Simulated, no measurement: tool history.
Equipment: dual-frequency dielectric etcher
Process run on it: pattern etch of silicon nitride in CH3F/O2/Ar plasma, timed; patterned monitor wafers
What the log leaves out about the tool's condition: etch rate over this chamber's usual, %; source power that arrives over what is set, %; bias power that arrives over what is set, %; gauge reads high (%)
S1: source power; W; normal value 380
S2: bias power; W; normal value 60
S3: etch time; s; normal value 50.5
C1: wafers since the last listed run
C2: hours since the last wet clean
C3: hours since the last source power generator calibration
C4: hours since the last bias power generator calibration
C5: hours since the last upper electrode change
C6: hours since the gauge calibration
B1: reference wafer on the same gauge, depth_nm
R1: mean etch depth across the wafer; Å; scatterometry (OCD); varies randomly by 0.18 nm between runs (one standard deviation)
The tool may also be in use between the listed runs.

Run 1, hour 0: usual settings; C1 0; C2 18.5; C3 2927.6; C4 3450.6; C5 2145.1; C6 814.7; B1 43.4. Result: R1 362 Å.
Run 2, hour 166.3: usual settings; C1 2360; C2 184.8; C3 3093.9; C4 3616.9; C5 2311.4; C6 981; B1 43.38. Result: R1 363.2 Å.
Run 3, hour 197.3: usual settings; C1 439; C2 215.8; C3 3124.9; C4 3647.9; C5 2342.4; C6 1012; B1 43.34. Result: R1 364.2 Å.
Run 4, hour 239.6: usual settings; C1 600; C2 258.1; C3 3167.2; C4 3690.2; C5 2384.7; C6 1054.3; B1 43.43. Result: R1 361.8 Å.
Run 5, hour 290.8: usual settings; C1 726; C2 309.3; C3 3218.4; C4 3741.4; C5 2435.9; C6 1105.5; B1 43.4. Result: R1 364.7 Å.
At hour 353: wet clean of the chamber.
Run 6, hour 353.5: usual settings; C1 549; C2 0.5; C3 3281.1; C4 3804.1; C5 2498.6; C6 1168.2; B1 43.36. Result: R1 360.9 Å.
Run 7, hour 401.8: usual settings; C1 685; C2 48.8; C3 3329.4; C4 3852.4; C5 2546.9; C6 1216.5; B1 43.42. Result: R1 360.9 Å.
Run 8, hour 459.4: usual settings; C1 817; C2 106.4; C3 3387; C4 3910; C5 2604.5; C6 1274.1; B1 43.41. Result: R1 362.3 Å.
Run 9, hour 514.7: usual settings but S2 55 W, S3 45 s; C1 784; C2 161.7; C3 3442.3; C4 3965.3; C5 2659.8; C6 1329.4; B1 43.39. Result: R1 313.3 Å.
Run 10, hour 579.9: usual settings but S2 55 W, S3 45 s; C1 925; C2 226.9; C3 3507.5; C4 4030.5; C5 2725; C6 1394.6; B1 43.39. Result: R1 315.6 Å.
Run 11, hour 633: usual settings but S2 55 W, S3 45 s; C1 753; C2 280; C3 3560.6; C4 4083.6; C5 2778.1; C6 1447.7; B1 43.45. Result: R1 314.1 Å.
At hour 717.9: wet clean of the chamber.
At hour 734.8: bias power generator calibrated.
Run 12, hour 798.9: usual settings but S1 410 W, S3 61.5 s; C1 1957; C2 81; C3 3726.5; C4 64.1; C5 2944; C6 1613.6; B1 43.36. Result: R1 451.2 Å.
At hour 953.6: upper electrode replaced.
Run 13, hour 954.8: usual settings; C1 1872; C2 236.9; C3 3882.4; C4 220; C5 1.2; C6 1769.5; B1 43.49. Result: R1 359.8 Å.
Run 14, hour 1014.3: usual settings; C1 844; C2 296.4; C3 3941.9; C4 279.5; C5 60.7; C6 1829; B1 43.46. Result: R1 363.8 Å.
Run 15, hour 1067.1: usual settings; C1 749; C2 349.2; C3 3994.7; C4 332.3; C5 113.5; C6 1881.8; B1 43.38. Result: R1 364.5 Å.
At hour 1106.3: wet clean of the chamber.
At hour 1109.8: source power generator calibrated.
Run 16, hour 1136: usual settings but S1 320 W, S3 59 s; C1 587; C2 29.7; C3 26.2; C4 401.2; C5 182.4; C6 1950.7; B1 43.49. Result: R1 406.8 Å.
Run 17, hour 1202.2: usual settings but S1 320 W, S2 55 W; C1 939; C2 95.9; C3 92.4; C4 467.4; C5 248.6; C6 2016.9; B1 43.37. Result: R1 339.4 Å.
Run 18, hour 1227.3: usual settings but S2 69 W; C1 356; C2 121; C3 117.5; C4 492.5; C5 273.7; C6 2042; B1 43.37. Result: R1 378.1 Å.
At hour 1258.5: gauge calibrated.
Run 19, hour 1282: usual settings; C1 776; C2 175.7; C3 172.2; C4 547.2; C5 328.4; C6 23.5; B1 43.41. Result: R1 363.5 Å.
Run 20, hour 1347.7: usual settings but S1 440 W, S2 49 W, S3 44 s; C1 932; C2 241.4; C3 237.9; C4 612.9; C5 394.1; C6 89.2; B1 43.34. Result: R1 308.9 Å.
Run 21, hour 1379.3: usual settings but S1 410 W, S3 61.5 s; C1 448; C2 273; C3 269.5; C4 644.5; C5 425.7; C6 120.8; B1 43.39. Result: R1 450.8 Å.
Run 22, hour 1406.3: usual settings but S2 49 W; C1 383; C2 300; C3 296.5; C4 671.5; C5 452.7; C6 147.8; B1 43.36. Result: R1 340.6 Å.
Run 23, hour 1440.1: usual settings but S2 48 W, S3 45.5 s; C1 479; C2 333.8; C3 330.3; C4 705.3; C5 486.5; C6 181.6; B1 43.44. Result: R1 303.6 Å.
At hour 1504.5: wet clean of the chamber.
Run 24, hour 1505: usual settings but S1 320 W, S3 39.5 s; C1 580; C2 0.5; C3 395.2; C4 770.2; C5 551.4; C6 246.5; B1 43.4. Result: R1 271.8 Å.
Run 25, hour 1560.5: usual settings but S2 65 W; C1 787; C2 56; C3 450.7; C4 825.7; C5 606.9; C6 302; B1 43.37. Result: R1 370 Å.
Run 26, hour 1621.1: usual settings but S2 50 W; C1 860; C2 116.6; C3 511.3; C4 886.3; C5 667.5; C6 362.6; B1 43.32. Result: R1 343.7 Å.
Run 27, hour 1657.3: usual settings but S1 300 W; C1 513; C2 152.8; C3 547.5; C4 922.5; C5 703.7; C6 398.8; B1 43.37. Result: R1 339 Å.
Run 28, hour 1684.3: usual settings but S1 310 W, S2 54 W, S3 46 s; C1 383; C2 179.8; C3 574.5; C4 949.5; C5 730.7; C6 425.8; B1 43.33. Result: R1 303.6 Å.
Run 29, hour 1725.6: usual settings; C1 586; C2 221.1; C3 615.8; C4 990.8; C5 772; C6 467.1; B1 43.42. Result: R1 362.4 Å.

Branching from run 29: 5 alternative next runs. What would each branch give?
Run A, hour 1726: usual settings but S3 43.5 s; C1 5; C2 221.5; C3 616.2; C4 991.2; C5 772.4; C6 467.5; B1 ?. Result: R1 ?.
Run B, hour 1726: usual settings but S1 440 W; C1 5; C2 221.5; C3 616.2; C4 991.2; C5 772.4; C6 467.5; B1 ?. Result: R1 ?.
Run C, hour 1726: usual settings but S1 290 W, S2 49 W, S3 62.5 s; C1 5; C2 221.5; C3 616.2; C4 991.2; C5 772.4; C6 467.5; B1 ?. Result: R1 ?.
Run D, hour 1726: usual settings but S1 470 W; C1 5; C2 221.5; C3 616.2; C4 991.2; C5 772.4; C6 467.5; B1 ?. Result: R1 ?.
Run E, hour 1726: usual settings but S2 71 W, S3 60.5 s; C1 5; C2 221.5; C3 616.2; C4 991.2; C5 772.4; C6 467.5; B1 ?. Result: R1 ?.

run     B1     R1
  A  43.45    312
  B  43.45  376.5
  C  43.45  394.1
  D  43.45  383.3
  E  43.45  457.9
What these runs would have given with no unlogged condition in the tool:
run     R1
  A    312
  B  376.5
  C  394.1
  D  383.3
  E  457.9
